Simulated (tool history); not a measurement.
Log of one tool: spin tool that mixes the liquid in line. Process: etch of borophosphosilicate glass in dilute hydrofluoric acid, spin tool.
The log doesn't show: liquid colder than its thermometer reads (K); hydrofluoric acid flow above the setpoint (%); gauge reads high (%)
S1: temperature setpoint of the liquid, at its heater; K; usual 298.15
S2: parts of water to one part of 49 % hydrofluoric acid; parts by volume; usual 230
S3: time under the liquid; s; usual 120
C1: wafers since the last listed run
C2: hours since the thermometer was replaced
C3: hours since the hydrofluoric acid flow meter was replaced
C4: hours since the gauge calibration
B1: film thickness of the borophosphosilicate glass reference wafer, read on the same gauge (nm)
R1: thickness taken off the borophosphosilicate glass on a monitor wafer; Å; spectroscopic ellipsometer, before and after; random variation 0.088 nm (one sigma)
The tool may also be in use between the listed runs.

run	hour	S1	S2	S3	C1	C2	C3	C4	B1	R1
1	0.0	298.15	230	120	0	33.7	1520.4	127.3	60.01	107.3
2	76.1	298.15	230	120	650	109.8	1596.5	203.4	60.04	109.1
3	162.1	298.15	230	120	734	195.8	1682.5	289.4	59.99	108.8
4	199.6	298.15	145	120	320	233.3	1720.0	326.9	60.02	190.9
5	253.9	298.15	145	120	464	287.6	1774.3	381.2	59.98	189.4
6	327.9	298.15	270	120	632	361.6	1848.3	455.2	59.94	89.6
# hour 334.2: hydrofluoric acid flow meter replaced
7	388.7	298.15	270	120	511	422.4	54.5	516.0	59.96	89.5
8	464.2	298.15	150	120	645	497.9	130.0	591.5	60.01	179.2
# hour 485.9: gauge calibrated
9	521.5	298.15	230	150	489	555.2	187.3	35.6	60.00	135.8
10	574.9	298.15	230	120	456	608.6	240.7	89.0	60.01	108.8
11	644.1	298.15	300	70	591	677.8	309.9	158.2	59.98	45.4
12	696.9	295.65	175	120	451	730.6	362.7	211.0	59.98	138.4
13	779.1	298.15	145	170	702	812.8	444.9	293.2	60.03	269.1
# hour 783.3: thermometer replaced
14	880.0	294.65	170	70	853	96.7	545.8	394.1	60.05	80.2
15	947.5	296.15	150	120	576	164.2	613.3	461.6	60.00	168.9
16	1049.7	298.15	230	120	873	266.4	715.5	563.8	59.98	108.0
17	1098.5	298.15	230	120	417	315.2	764.3	612.6	59.98	109.9

Forecast each of these 3 alternatives for the next run:
A	1099.0	298.15	265	120	4	315.7	764.8	613.1	?	?
B	1099.0	301.15	125	160	4	315.7	764.8	613.1	?	?
C	1099.0	302.65	230	120	4	315.7	764.8	613.1	?	?

run	B1	R1
A	60.04	90.8
B	60.04	335.9
C	60.04	126.9
Without the tool's hidden state the same runs would have given:
run	R1
A	90.8
B	335.9
C	126.9
